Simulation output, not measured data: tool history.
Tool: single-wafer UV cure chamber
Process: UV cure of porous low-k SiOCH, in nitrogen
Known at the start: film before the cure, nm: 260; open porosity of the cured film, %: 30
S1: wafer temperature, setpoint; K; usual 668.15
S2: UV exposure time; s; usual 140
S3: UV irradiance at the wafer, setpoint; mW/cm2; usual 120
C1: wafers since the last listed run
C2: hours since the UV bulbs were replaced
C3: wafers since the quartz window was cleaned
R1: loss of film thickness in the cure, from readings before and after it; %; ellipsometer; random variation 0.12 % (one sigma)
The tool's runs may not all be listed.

run	hour	S1	S2	S3	C1	C2	C3	R1
1	0	656.15	140	120	0	2239.9	103	11.45
2	36.1	668.15	140	120	418	2276	521	11.681
3	48.4	668.15	140	120	142	2288.3	663	11.518
4	90.5	675.15	140	120	487	2330.4	1151	11.615
5	107.3	668.15	140	120	194	2347.2	1345	11.548
6	114.5	668.15	140	120	83	2354.4	1429	11.615
7	124.7	668.15	140	120	118	2364.6	1547	11.589
8	134.2	668.15	120	120	110	2374.1	1657	10.759
# hour 154.3: UV bulbs replaced
9	154.8	668.15	120	120	145	0.5	1803	10.718
10	161.1	668.15	120	120	72	6.8	1876	10.534
11	173.3	668.15	140	120	141	19	2017	11.291
12	190.4	656.15	140	98	198	36.1	2215	10.189
13	198.5	668.15	60	120	93	44.2	2309	7.457
14	211.7	651.15	140	100	152	57.4	2462	9.935
15	228.8	685.15	105	89	198	74.5	2660	8.947
16	263.3	668.15	140	120	399	109	3059	11.062
# hour 274.3: quartz window cleaned
17	274.8	688.15	180	120	40	120.5	5	12.956
18	279.9	668.15	120	120	59	125.6	64	11.04
19	296.3	675.15	140	154	189	142	254	12.898
20	313.5	676.15	200	120	199	159.2	453	13.608
21	328.1	651.15	90	120	169	173.8	622	9.265
22	342.4	659.15	190	120	165	188.1	788	12.834
23	355.4	668.15	140	120	150	201.1	939	11.615

What the log doesn't show, run by run:
lamp output below its setpoint, %: 0 in every run
H1: transmission lost against a clean window, %
run	H1
1	3.31
2	3.68
3	3.92
4	5.17
5	5.86
6	6.19
7	6.69
8	7.19
9	8.39
10	8.79
11	9.61
12	10.9
13	11.5
14	12.6
15	14
16	17.4
17	2.62
18	2.63
19	2.71
20	2.91
21	3.17
22	3.5
23	3.87
